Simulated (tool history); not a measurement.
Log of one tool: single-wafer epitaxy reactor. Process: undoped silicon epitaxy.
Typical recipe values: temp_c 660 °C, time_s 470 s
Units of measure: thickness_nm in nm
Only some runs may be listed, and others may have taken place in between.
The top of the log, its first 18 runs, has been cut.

| run | hour | temp_c | time_s | wafers since the last listed run | hours since the last pyrometer calibration | hours since the gauge calibration | read-back reference wafer on the same gauge, thickness_nm | thickness_nm |
|---|---|---|---|---|---|---|---|---|
| 19 | 972.7 | 647 | 535 | 121 | 1792.7 | 205.9 | 90.276 | 77.563 |
| 20 | 1044.4 | 660 | 470 | 309 | 1864.4 | 277.6 | 90.398 | 88.186 |
| 21 | 1104.9 | 660 | 470 | 261 | 1924.9 | 338.1 | 90.387 | 86.555 |
| 22 | 1143.9 | 660 | 418 | 168 | 1963.9 | 377.1 | 90.345 | 78.338 |
| 23 | 1215 | 660 | 417 | 307 | 2035 | 448.2 | 90.242 | 77.804 |
| 24 | 1248.8 | 654 | 470 | 146 | 2068.8 | 482 | 90.345 | 79.184 |
| 25 | 1274.5 | 666 | 470 | 111 | 2094.5 | 507.7 | 90.332 | 98.588 |
| 26 | 1309.8 | 660 | 385 | 152 | 2129.8 | 543 | 90.215 | 71.791 |
| 27 | 1336.5 | 649 | 414 | 115 | 2156.5 | 569.7 | 90.303 | 63.472 |
| 28 | 1389.6 | 651 | 513 | 229 | 2209.6 | 622.8 | 90.27 | 80.758 |
|  | 1428.1 | pyrometer calibrated |
| 29 | 1448.5 | 650 | 391 | 219 | 20.4 | 681.7 | 90.23 | 64.307 |
| 30 | 1483.9 | 645 | 413 | 152 | 55.8 | 717.1 | 90.301 | 61.866 |
| 31 | 1523.3 | 666 | 519 | 170 | 95.2 | 756.5 | 90.369 | 113.667 |
| 32 | 1571.7 | 660 | 470 | 209 | 143.6 | 804.9 | 90.314 | 91.179 |
|  | 1705.6 | gauge calibrated |
| 33 | 1740.8 | 650 | 424 | 730 | 312.7 | 35.2 | 90.278 | 67.718 |
| 34 | 1799.4 | 653 | 385 | 253 | 371.3 | 93.8 | 90.315 | 65.324 |
| 35 | 1825.1 | 665 | 470 | 111 | 397 | 119.5 | 90.308 | 98.693 |
| 36 | 1883.1 | 668 | 470 | 250 | 455 | 177.5 | 90.326 | 104.307 |
| 37 | 2019.4 | 667 | 411 | 588 | 591.3 | 313.8 | 90.316 | 89.423 |

Predict each of these 3 candidate next runs independently; none follows another, all start after run 37:
| A | 2019.9 | 660 | 387 | 2 | 591.8 | 314.3 | ? | ? |
| B | 2019.9 | 648 | 398 | 2 | 591.8 | 314.3 | ? | ? |
| C | 2019.9 | 667 | 402 | 2 | 591.8 | 314.3 | ? | ? |

| run | read-back reference wafer on the same gauge, thickness_nm | thickness_nm |
|---|---|---|
| A | 90.218 | 73.484 |
| B | 90.218 | 60.1 |
| C | 90.218 | 87.038 |
Without the tool's hidden state the same runs would have given:
| run | thickness_nm |
|---|---|
| A | 77.872 |
| B | 63.773 |
| C | 92.165 |

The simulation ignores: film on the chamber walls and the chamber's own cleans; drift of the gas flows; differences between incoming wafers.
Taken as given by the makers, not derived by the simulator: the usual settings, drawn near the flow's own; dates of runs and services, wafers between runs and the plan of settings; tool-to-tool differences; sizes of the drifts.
